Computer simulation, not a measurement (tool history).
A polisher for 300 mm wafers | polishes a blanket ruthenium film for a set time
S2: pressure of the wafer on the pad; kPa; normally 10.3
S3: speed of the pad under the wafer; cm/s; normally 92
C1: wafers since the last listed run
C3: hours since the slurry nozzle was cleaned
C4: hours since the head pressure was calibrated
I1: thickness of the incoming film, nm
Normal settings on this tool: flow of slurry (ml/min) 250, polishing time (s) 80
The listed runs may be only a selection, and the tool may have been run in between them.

{"run": 1, "hour": 0.0, "flow of slurry (ml/min)": 250, "S2": 10.3, "S3": 92, "polishing time (s)": 90, "C1": 0, "wafers polished on this pad": 1411, "C3": 381.3, "C4": 453.1, "I1": 630.5, "film removed (angstrom)": 731}
{"run": 2, "hour": 29.4, "flow of slurry (ml/min)": 250, "S2": 10.3, "S3": 102, "polishing time (s)": 80, "C1": 261, "wafers polished on this pad": 1673, "C3": 410.7, "C4": 482.5, "I1": 634.6, "film removed (angstrom)": 721}
{"hour": 40.2, "done": "slurry nozzle cleaned"}
{"run": 3, "hour": 90.7, "flow of slurry (ml/min)": 250, "S2": 10.3, "S3": 102, "polishing time (s)": 80, "C1": 536, "wafers polished on this pad": 2210, "C3": 50.5, "C4": 543.8, "I1": 636.4, "film removed (angstrom)": 715}
{"run": 4, "hour": 122.3, "flow of slurry (ml/min)": 285, "S2": 10.3, "S3": 92, "polishing time (s)": 80, "C1": 281, "wafers polished on this pad": 2491, "C3": 82.1, "C4": 575.4, "I1": 630.3, "film removed (angstrom)": 664}
{"run": 5, "hour": 193.7, "flow of slurry (ml/min)": 250, "S2": 10.3, "S3": 80, "polishing time (s)": 74, "C1": 635, "wafers polished on this pad": 3127, "C3": 153.5, "C4": 646.8, "I1": 618.8, "film removed (angstrom)": 518}
{"run": 6, "hour": 249.7, "flow of slurry (ml/min)": 250, "S2": 10.3, "S3": 92, "polishing time (s)": 60, "C1": 498, "wafers polished on this pad": 3625, "C3": 209.5, "C4": 702.8, "I1": 637.6, "film removed (angstrom)": 484}
{"hour": 280.1, "done": "worn pad replaced by a new one"}
{"run": 7, "hour": 305.8, "flow of slurry (ml/min)": 250, "S2": 10.3, "S3": 92, "polishing time (s)": 80, "C1": 463, "wafers polished on this pad": 228, "C3": 265.6, "C4": 758.9, "I1": 631.5, "film removed (angstrom)": 660}
{"run": 8, "hour": 349.0, "flow of slurry (ml/min)": 250, "S2": 10.3, "S3": 92, "polishing time (s)": 80, "C1": 384, "wafers polished on this pad": 613, "C3": 308.8, "C4": 802.1, "I1": 635.7, "film removed (angstrom)": 650}
{"run": 9, "hour": 393.1, "flow of slurry (ml/min)": 250, "S2": 10.3, "S3": 92, "polishing time (s)": 80, "C1": 392, "wafers polished on this pad": 1006, "C3": 352.9, "C4": 846.2, "I1": 627.1, "film removed (angstrom)": 638}
{"run": 10, "hour": 460.9, "flow of slurry (ml/min)": 250, "S2": 10.3, "S3": 92, "polishing time (s)": 80, "C1": 603, "wafers polished on this pad": 1609, "C3": 420.7, "C4": 914, "I1": 617, "film removed (angstrom)": 650}
{"run": 11, "hour": 488.4, "flow of slurry (ml/min)": 310, "S2": 10.3, "S3": 92, "polishing time (s)": 87, "C1": 244, "wafers polished on this pad": 1854, "C3": 448.2, "C4": 941.5, "I1": 629.1, "film removed (angstrom)": 711}
{"hour": 521.2, "done": "slurry nozzle cleaned"}
{"run": 12, "hour": 533.7, "flow of slurry (ml/min)": 310, "S2": 10.3, "S3": 92, "polishing time (s)": 87, "C1": 394, "wafers polished on this pad": 2249, "C3": 12.5, "C4": 986.8, "I1": 630.5, "film removed (angstrom)": 698}
{"run": 13, "hour": 576.6, "flow of slurry (ml/min)": 310, "S2": 10.3, "S3": 92, "polishing time (s)": 87, "C1": 381, "wafers polished on this pad": 2631, "C3": 55.4, "C4": 1029.7, "I1": 631, "film removed (angstrom)": 700}
{"run": 14, "hour": 619.5, "flow of slurry (ml/min)": 250, "S2": 10.3, "S3": 92, "polishing time (s)": 80, "C1": 381, "wafers polished on this pad": 3012, "C3": 98.3, "C4": 1072.6, "I1": 635.5, "film removed (angstrom)": 646}
{"hour": 637.8, "done": "worn pad replaced by a new one"}
{"hour": 678.1, "done": "head pressure recalibrated"}
{"run": 15, "hour": 689.9, "flow of slurry (ml/min)": 250, "S2": 10.3, "S3": 82, "polishing time (s)": 80, "C1": 573, "wafers polished on this pad": 446, "C3": 168.7, "C4": 11.8, "I1": 626.3, "film removed (angstrom)": 619}
{"run": 16, "hour": 717.8, "flow of slurry (ml/min)": 250, "S2": 10.3, "S3": 70, "polishing time (s)": 80, "C1": 248, "wafers polished on this pad": 694, "C3": 196.6, "C4": 39.7, "I1": 626.1, "film removed (angstrom)": 526}
{"run": 17, "hour": 825.7, "flow of slurry (ml/min)": 250, "S2": 10.3, "S3": 70, "polishing time (s)": 80, "C1": 960, "wafers polished on this pad": 1655, "C3": 304.5, "C4": 147.6, "I1": 634.3, "film removed (angstrom)": 504}
{"run": 18, "hour": 886.5, "flow of slurry (ml/min)": 250, "S2": 10.3, "S3": 78, "polishing time (s)": 80, "C1": 541, "wafers polished on this pad": 2196, "C3": 365.3, "C4": 208.4, "I1": 630.5, "film removed (angstrom)": 573}
{"hour": 946.3, "done": "slurry nozzle cleaned"}
{"run": 19, "hour": 953.0, "flow of slurry (ml/min)": 215, "S2": 8.3, "S3": 78, "polishing time (s)": 108, "C1": 583, "wafers polished on this pad": 2779, "C3": 6.7, "C4": 274.9, "I1": 628.5, "film removed (angstrom)": 645}
{"run": 20, "hour": 1021.0, "flow of slurry (ml/min)": 165, "S2": 10.3, "S3": 92, "polishing time (s)": 80, "C1": 605, "wafers polished on this pad": 3385, "C3": 74.7, "C4": 342.9, "I1": 637.6, "film removed (angstrom)": 611}
{"run": 21, "hour": 1058.1, "flow of slurry (ml/min)": 220, "S2": 9, "S3": 78, "polishing time (s)": 63, "C1": 330, "wafers polished on this pad": 3715, "C3": 111.8, "C4": 380, "I1": 639.9, "film removed (angstrom)": 385}
{"hour": 1074.9, "done": "worn pad replaced by a new one, of another model than before"}
{"run": 22, "hour": 1158.7, "flow of slurry (ml/min)": 250, "S2": 10.3, "S3": 92, "polishing time (s)": 80, "C1": 860, "wafers polished on this pad": 746, "C3": 212.4, "C4": 480.6, "I1": 632.6, "film removed (angstrom)": 659}
{"run": 23, "hour": 1220.1, "flow of slurry (ml/min)": 250, "S2": 10.3, "S3": 92, "polishing time (s)": 80, "C1": 546, "wafers polished on this pad": 1293, "C3": 273.8, "C4": 542, "I1": 633, "film removed (angstrom)": 650}
{"run": 24, "hour": 1248.9, "flow of slurry (ml/min)": 205, "S2": 8.3, "S3": 92, "polishing time (s)": 80, "C1": 256, "wafers polished on this pad": 1549, "C3": 302.6, "C4": 570.8, "I1": 634.7, "film removed (angstrom)": 568}
{"run": 25, "hour": 1310.3, "flow of slurry (ml/min)": 250, "S2": 10.3, "S3": 92, "polishing time (s)": 80, "C1": 546, "wafers polished on this pad": 2096, "C3": 364, "C4": 632.2, "I1": 625.3, "film removed (angstrom)": 656}

The next listed run, before its measurement:
{"hour": 1339.2, "done": "slurry nozzle cleaned"}
{"run": 26, "hour": 1358.1, "flow of slurry (ml/min)": 305, "S2": 7.6, "S3": 92, "polishing time (s)": 80, "C1": 416, "wafers polished on this pad": 2512, "C3": 18.9, "C4": 680, "I1": 640, "film removed (angstrom)": "?"}

film removed (angstrom): 588
Without the tool's hidden state the same run would have given film removed (angstrom) 620.

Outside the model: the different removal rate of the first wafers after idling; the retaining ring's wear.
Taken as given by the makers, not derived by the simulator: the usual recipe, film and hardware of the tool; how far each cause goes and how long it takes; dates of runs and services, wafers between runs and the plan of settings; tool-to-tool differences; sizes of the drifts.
